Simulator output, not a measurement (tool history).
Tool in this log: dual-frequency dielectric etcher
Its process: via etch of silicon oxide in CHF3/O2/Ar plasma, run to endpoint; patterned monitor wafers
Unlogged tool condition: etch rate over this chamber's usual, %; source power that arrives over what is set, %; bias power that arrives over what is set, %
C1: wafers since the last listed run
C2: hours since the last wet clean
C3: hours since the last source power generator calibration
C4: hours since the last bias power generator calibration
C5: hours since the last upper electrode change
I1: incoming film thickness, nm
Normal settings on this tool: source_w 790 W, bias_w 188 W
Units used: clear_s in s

Run 1, hour 0: usual settings but bias_w 219 W; C1 0; C2 12.6; C3 2664.1; C4 4908.9; C5 5979.4; I1 599.4. Result: clear_s 241.8 s.
Run 2, hour 19.5: usual settings but bias_w 219 W; C1 104; C2 32.1; C3 2683.6; C4 4928.4; C5 5998.9; I1 605.5. Result: clear_s 248.5 s.
At hour 49.9: upper electrode replaced.
Run 3, hour 50.4: usual settings; C1 37; C2 63; C3 2714.5; C4 4959.3; C5 0.5; I1 605.5. Result: clear_s 257.9 s.
Run 4, hour 85: usual settings; C1 185; C2 97.6; C3 2749.1; C4 4993.9; C5 35.1; I1 597.5. Result: clear_s 254.1 s.
Run 5, hour 111.5: usual settings but source_w 940 W; C1 142; C2 124.1; C3 2775.6; C4 5020.4; C5 61.6; I1 606.7. Result: clear_s 234.3 s.
Run 6, hour 135.8: usual settings but source_w 940 W; C1 130; C2 148.4; C3 2799.9; C4 5044.7; C5 85.9; I1 602.7. Result: clear_s 233.4 s.
At hour 151: source power generator calibrated.
Run 7, hour 152.4: usual settings; C1 67; C2 165; C3 1.4; C4 5061.3; C5 102.5; I1 605.4. Result: clear_s 255.9 s.
Run 8, hour 179: usual settings but bias_w 162 W; C1 142; C2 191.6; C3 28; C4 5087.9; C5 129.1; I1 595.7. Result: clear_s 259.2 s.
Run 9, hour 193.4: usual settings but bias_w 162 W; C1 77; C2 206; C3 42.4; C4 5102.3; C5 143.5; I1 604.1. Result: clear_s 263.5 s.
Run 10, hour 215.2: usual settings; C1 117; C2 227.8; C3 64.2; C4 5124.1; C5 165.3; I1 605.6. Result: clear_s 256 s.
Run 11, hour 236.1: usual settings; C1 112; C2 248.7; C3 85.1; C4 5145; C5 186.2; I1 606.3. Result: clear_s 251.9 s.
Run 12, hour 248.5: usual settings but source_w 990 W; C1 66; C2 261.1; C3 97.5; C4 5157.4; C5 198.6; I1 608.2. Result: clear_s 225.8 s.
Run 13, hour 276.9: usual settings; C1 152; C2 289.5; C3 125.9; C4 5185.8; C5 227; I1 603. Result: clear_s 249.2 s.
Run 14, hour 296.4: usual settings but bias_w 210 W; C1 104; C2 309; C3 145.4; C4 5205.3; C5 246.5; I1 600.3. Result: clear_s 244.8 s.
At hour 300.8: bias power generator calibrated.
Run 15, hour 315.8: usual settings but source_w 850 W, bias_w 224 W; C1 82; C2 328.4; C3 164.8; C4 15; C5 265.9; I1 600.2. Result: clear_s 230.5 s.
Run 16, hour 333.4: usual settings but bias_w 161 W; C1 94; C2 346; C3 182.4; C4 32.6; C5 283.5; I1 593.8. Result: clear_s 251.5 s.
Run 17, hour 363.6: usual settings but source_w 930 W; C1 162; C2 376.2; C3 212.6; C4 62.8; C5 313.7; I1 607.1. Result: clear_s 229.8 s.
Run 18, hour 396.3: usual settings but source_w 980 W, bias_w 219 W; C1 175; C2 408.9; C3 245.3; C4 95.5; C5 346.4; I1 601.3. Result: clear_s 210.8 s.
At hour 441.4: wet clean of the chamber.
Run 19, hour 441.9: usual settings but source_w 660 W; C1 116; C2 0.5; C3 290.9; C4 141.1; C5 392; I1 597. Result: clear_s 287.6 s.
Run 20, hour 442.3: usual settings but source_w 630 W, bias_w 221 W; C1 2; C2 0.9; C3 291.3; C4 141.5; C5 392.4; I1 603.1. Result: clear_s 281.4 s.
Run 21, hour 463.9: usual settings but bias_w 233 W; C1 116; C2 22.5; C3 312.9; C4 163.1; C5 414; I1 595. Result: clear_s 243 s.
Run 22, hour 484.9: usual settings but source_w 660 W, bias_w 235 W; C1 112; C2 43.5; C3 333.9; C4 184.1; C5 435; I1 601.5. Result: clear_s 267.2 s.
Run 23, hour 516.7: usual settings but source_w 900 W; C1 170; C2 75.3; C3 365.7; C4 215.9; C5 466.8; I1 607.2. Result: clear_s 243.4 s.
Run 24, hour 546.3: usual settings but bias_w 227 W; C1 158; C2 104.9; C3 395.3; C4 245.5; C5 496.4; I1 602.1. Result: clear_s 245.2 s.
Run 25, hour 565: usual settings; C1 100; C2 123.6; C3 414; C4 264.2; C5 515.1; I1 605.6. Result: clear_s 256 s.
Run 26, hour 598.9: usual settings; C1 182; C2 157.5; C3 447.9; C4 298.1; C5 549; I1 607.8. Result: clear_s 258.5 s.
Run 27, hour 627.7: usual settings but source_w 680 W, bias_w 225 W; C1 154; C2 186.3; C3 476.7; C4 326.9; C5 577.8; I1 603. Result: clear_s 261.6 s.
Run 28, hour 654.2: usual settings but source_w 900 W, bias_w 141 W; C1 142; C2 212.8; C3 503.2; C4 353.4; C5 604.3; I1 599.6. Result: clear_s 249.5 s.
Run 29, hour 679.5: usual settings but source_w 690 W, bias_w 226 W; C1 135; C2 238.1; C3 528.5; C4 378.7; C5 629.6; I1 607.3. Result: clear_s 259.7 s.
Run 30, hour 697.2: usual settings but source_w 640 W, bias_w 211 W; C1 95; C2 255.8; C3 546.2; C4 396.4; C5 647.3; I1 601.3. Result: clear_s 273.4 s.
Run 31, hour 718.1: usual settings but source_w 700 W, bias_w 157 W; C1 112; C2 276.7; C3 567.1; C4 417.3; C5 668.2; I1 604.7. Result: clear_s 283.3 s.
Run 32, hour 749.8: usual settings; C1 170; C2 308.4; C3 598.8; C4 449; C5 699.9; I1 605.7. Result: clear_s 251.1 s.
Run 33, hour 769.1: usual settings; C1 103; C2 327.7; C3 618.1; C4 468.3; C5 719.2; I1 602.2. Result: clear_s 251.7 s.
Run 34, hour 800.6: usual settings but source_w 980 W, bias_w 219 W; C1 169; C2 359.2; C3 649.6; C4 499.8; C5 750.7; I1 607.6. Result: clear_s 218.6 s.

Below are 5 alternative next runs, each starting from the tool's condition after run 34. Predict each:
Run A, hour 801.1: usual settings but source_w 950 W; C1 2; C2 359.7; C3 650.1; C4 500.3; C5 751.2; I1 605.2. Result: clear_s ?.
Run B, hour 801.1: usual settings but source_w 960 W, bias_w 150 W; C1 2; C2 359.7; C3 650.1; C4 500.3; C5 751.2; I1 605.2. Result: clear_s ?.
Run C, hour 801.1: usual settings but source_w 860 W, bias_w 168 W; C1 2; C2 359.7; C3 650.1; C4 500.3; C5 751.2; I1 605.2. Result: clear_s ?.
Run D, hour 801.1: usual settings but source_w 610 W; C1 2; C2 359.7; C3 650.1; C4 500.3; C5 751.2; I1 605.2. Result: clear_s ?.
Run E, hour 801.1: usual settings but source_w 890 W, bias_w 148 W; C1 2; C2 359.7; C3 650.1; C4 500.3; C5 751.2; I1 605.2. Result: clear_s ?.

run  clear_s
  A    225.3
  B    235.8
  C    242.7
  D    282.6
  E    245.3
What these runs would have given with no unlogged condition in the tool:
run  clear_s
  A    232.1
  B    242.8
  C      250
  D    291.1
  E    252.7
